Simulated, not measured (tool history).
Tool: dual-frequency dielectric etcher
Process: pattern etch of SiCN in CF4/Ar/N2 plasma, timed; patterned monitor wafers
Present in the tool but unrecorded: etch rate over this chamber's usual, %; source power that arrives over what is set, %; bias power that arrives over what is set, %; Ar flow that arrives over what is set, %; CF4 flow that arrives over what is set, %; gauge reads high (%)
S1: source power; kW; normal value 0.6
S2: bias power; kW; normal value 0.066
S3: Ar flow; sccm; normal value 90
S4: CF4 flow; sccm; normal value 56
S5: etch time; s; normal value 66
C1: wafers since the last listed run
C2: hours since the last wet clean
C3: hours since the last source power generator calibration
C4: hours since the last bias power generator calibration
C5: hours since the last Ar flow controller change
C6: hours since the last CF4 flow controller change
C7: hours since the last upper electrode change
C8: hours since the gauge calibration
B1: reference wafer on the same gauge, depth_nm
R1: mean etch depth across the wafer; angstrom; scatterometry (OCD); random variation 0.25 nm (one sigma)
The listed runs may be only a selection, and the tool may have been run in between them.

{"run": 1, "hour": 0.0, "S1": 0.6, "S2": 0.066, "S3": 90, "S4": 56, "S5": 66, "C1": 0, "C2": 355.5, "C3": 3274.2, "C4": 20.5, "C5": 2593.7, "C6": 2043.8, "C7": 1913.7, "C8": 495.2, "B1": 75.6, "R1": 658}
{"hour": 37.1, "done": "upper electrode replaced"}
{"run": 2, "hour": 37.6, "S1": 0.6, "S2": 0.066, "S3": 90, "S4": 56, "S5": 66, "C1": 85, "C2": 393.1, "C3": 3311.8, "C4": 58.1, "C5": 2631.3, "C6": 2081.4, "C7": 0.5, "C8": 532.8, "B1": 75.8, "R1": 655}
{"run": 3, "hour": 38.0, "S1": 0.6, "S2": 0.066, "S3": 90, "S4": 56, "S5": 66, "C1": 2, "C2": 393.5, "C3": 3312.2, "C4": 58.5, "C5": 2631.7, "C6": 2081.8, "C7": 0.9, "C8": 533.2, "B1": 75.6, "R1": 652}
{"hour": 44.6, "done": "source power generator calibrated"}
{"hour": 48.1, "done": "gauge calibrated"}
{"run": 4, "hour": 49.4, "S1": 0.69, "S2": 0.066, "S3": 68, "S4": 56, "S5": 66, "C1": 46, "C2": 404.9, "C3": 4.8, "C4": 69.9, "C5": 2643.1, "C6": 2093.2, "C7": 12.3, "C8": 1.3, "B1": 75.7, "R1": 775}
{"hour": 70.5, "done": "CF4 flow controller replaced"}
{"run": 5, "hour": 71.0, "S1": 0.6, "S2": 0.066, "S3": 83, "S4": 56, "S5": 66, "C1": 98, "C2": 426.5, "C3": 26.4, "C4": 91.5, "C5": 2664.7, "C6": 0.5, "C7": 33.9, "C8": 22.9, "B1": 75.7, "R1": 665}
{"hour": 109.7, "done": "wet clean of the chamber"}
{"run": 6, "hour": 111.4, "S1": 0.6, "S2": 0.066, "S3": 90, "S4": 56, "S5": 66, "C1": 103, "C2": 1.7, "C3": 66.8, "C4": 131.9, "C5": 2705.1, "C6": 40.9, "C7": 74.3, "C8": 63.3, "B1": 75.7, "R1": 669}
{"run": 7, "hour": 128.5, "S1": 0.5, "S2": 0.081, "S3": 110, "S4": 56, "S5": 66, "C1": 108, "C2": 18.8, "C3": 83.9, "C4": 149, "C5": 2722.2, "C6": 58, "C7": 91.4, "C8": 80.4, "B1": 75.7, "R1": 587}
{"run": 8, "hour": 138.1, "S1": 0.6, "S2": 0.066, "S3": 90, "S4": 56, "S5": 62, "C1": 60, "C2": 28.4, "C3": 93.5, "C4": 158.6, "C5": 2731.8, "C6": 67.6, "C7": 101, "C8": 90, "B1": 75.6, "R1": 634}
{"run": 9, "hour": 154.9, "S1": 0.53, "S2": 0.066, "S3": 105, "S4": 61, "S5": 66, "C1": 106, "C2": 45.2, "C3": 110.3, "C4": 175.4, "C5": 2748.6, "C6": 84.4, "C7": 117.8, "C8": 106.8, "B1": 75.8, "R1": 593}
{"run": 10, "hour": 167.9, "S1": 0.56, "S2": 0.071, "S3": 71, "S4": 56, "S5": 79, "C1": 82, "C2": 58.2, "C3": 123.3, "C4": 188.4, "C5": 2761.6, "C6": 97.4, "C7": 130.8, "C8": 119.8, "B1": 75.7, "R1": 803}
{"run": 11, "hour": 176.9, "S1": 0.52, "S2": 0.052, "S3": 90, "S4": 45, "S5": 66, "C1": 56, "C2": 67.2, "C3": 132.3, "C4": 197.4, "C5": 2770.6, "C6": 106.4, "C7": 139.8, "C8": 128.8, "B1": 75.7, "R1": 546}
{"hour": 186.3, "done": "Ar flow controller replaced"}
{"run": 12, "hour": 187.5, "S1": 0.6, "S2": 0.066, "S3": 90, "S4": 68, "S5": 73.5, "C1": 29, "C2": 77.8, "C3": 142.9, "C4": 208, "C5": 1.2, "C6": 117, "C7": 150.4, "C8": 139.4, "B1": 75.8, "R1": 756}
{"run": 13, "hour": 194.4, "S1": 0.6, "S2": 0.066, "S3": 90, "S4": 56, "S5": 66, "C1": 43, "C2": 84.7, "C3": 149.8, "C4": 214.9, "C5": 8.1, "C6": 123.9, "C7": 157.3, "C8": 146.3, "B1": 75.8, "R1": 668}
{"run": 14, "hour": 211.9, "S1": 0.55, "S2": 0.071, "S3": 84, "S4": 50, "S5": 66, "C1": 110, "C2": 102.2, "C3": 167.3, "C4": 232.4, "C5": 25.6, "C6": 141.4, "C7": 174.8, "C8": 163.8, "B1": 75.6, "R1": 632}
{"run": 15, "hour": 225.1, "S1": 0.72, "S2": 0.066, "S3": 90, "S4": 48, "S5": 53.5, "C1": 83, "C2": 115.4, "C3": 180.5, "C4": 245.6, "C5": 38.8, "C6": 154.6, "C7": 188, "C8": 177, "B1": 75.7, "R1": 629}
{"run": 16, "hour": 234.2, "S1": 0.6, "S2": 0.066, "S3": 90, "S4": 56, "S5": 66, "C1": 57, "C2": 124.5, "C3": 189.6, "C4": 254.7, "C5": 47.9, "C6": 163.7, "C7": 197.1, "C8": 186.1, "B1": 75.8, "R1": 670}
{"run": 17, "hour": 241.0, "S1": 0.6, "S2": 0.066, "S3": 90, "S4": 56, "S5": 66, "C1": 42, "C2": 131.3, "C3": 196.4, "C4": 261.5, "C5": 54.7, "C6": 170.5, "C7": 203.9, "C8": 192.9, "B1": 75.7, "R1": 670}
{"run": 18, "hour": 252.3, "S1": 0.52, "S2": 0.052, "S3": 90, "S4": 45, "S5": 66, "C1": 71, "C2": 142.6, "C3": 207.7, "C4": 272.8, "C5": 66, "C6": 181.8, "C7": 215.2, "C8": 204.2, "B1": 75.6, "R1": 546}
{"run": 19, "hour": 269.1, "S1": 0.6, "S2": 0.08, "S3": 90, "S4": 56, "S5": 66, "C1": 106, "C2": 159.4, "C3": 224.5, "C4": 289.6, "C5": 82.8, "C6": 198.6, "C7": 232, "C8": 221, "B1": 75.8, "R1": 701}
{"run": 20, "hour": 284.5, "S1": 0.6, "S2": 0.066, "S3": 90, "S4": 47, "S5": 66, "C1": 97, "C2": 174.8, "C3": 239.9, "C4": 305, "C5": 98.2, "C6": 214, "C7": 247.4, "C8": 236.4, "B1": 75.6, "R1": 652}

Consider 5 possible next runs. They are alternatives, not a sequence: every one starts from the tool as it was left by run 20. What does each give?
{"run": "A", "hour": 284.9, "S1": 0.6, "S2": 0.066, "S3": 90, "S4": 56, "S5": 66, "C1": 2, "C2": 175.2, "C3": 240.3, "C4": 305.4, "C5": 98.6, "C6": 214.4, "C7": 247.8, "C8": 236.8, "B1": "?", "R1": "?"}
{"run": "B", "hour": 284.9, "S1": 0.66, "S2": 0.066, "S3": 90, "S4": 47, "S5": 66, "C1": 2, "C2": 175.2, "C3": 240.3, "C4": 305.4, "C5": 98.6, "C6": 214.4, "C7": 247.8, "C8": 236.8, "B1": "?", "R1": "?"}
{"run": "C", "hour": 284.9, "S1": 0.55, "S2": 0.052, "S3": 90, "S4": 66, "S5": 57, "C1": 2, "C2": 175.2, "C3": 240.3, "C4": 305.4, "C5": 98.6, "C6": 214.4, "C7": 247.8, "C8": 236.8, "B1": "?", "R1": "?"}
{"run": "D", "hour": 284.9, "S1": 0.65, "S2": 0.057, "S3": 104, "S4": 56, "S5": 52, "C1": 2, "C2": 175.2, "C3": 240.3, "C4": 305.4, "C5": 98.6, "C6": 214.4, "C7": 247.8, "C8": 236.8, "B1": "?", "R1": "?"}
{"run": "E", "hour": 284.9, "S1": 0.67, "S2": 0.077, "S3": 112, "S4": 60, "S5": 66, "C1": 2, "C2": 175.2, "C3": 240.3, "C4": 305.4, "C5": 98.6, "C6": 214.4, "C7": 247.8, "C8": 236.8, "B1": "?", "R1": "?"}

run=A B1=75.7 R1=663
run=B B1=75.7 R1=711
run=C B1=75.7 R1=508
run=D B1=75.7 R1=529
run=E B1=75.7 R1=742
Take away the tool's hidden state, keep each run's random variation, and the runs would have read:
run=A R1=678
run=B R1=726
run=C R1=519
run=D R1=541
run=E R1=758
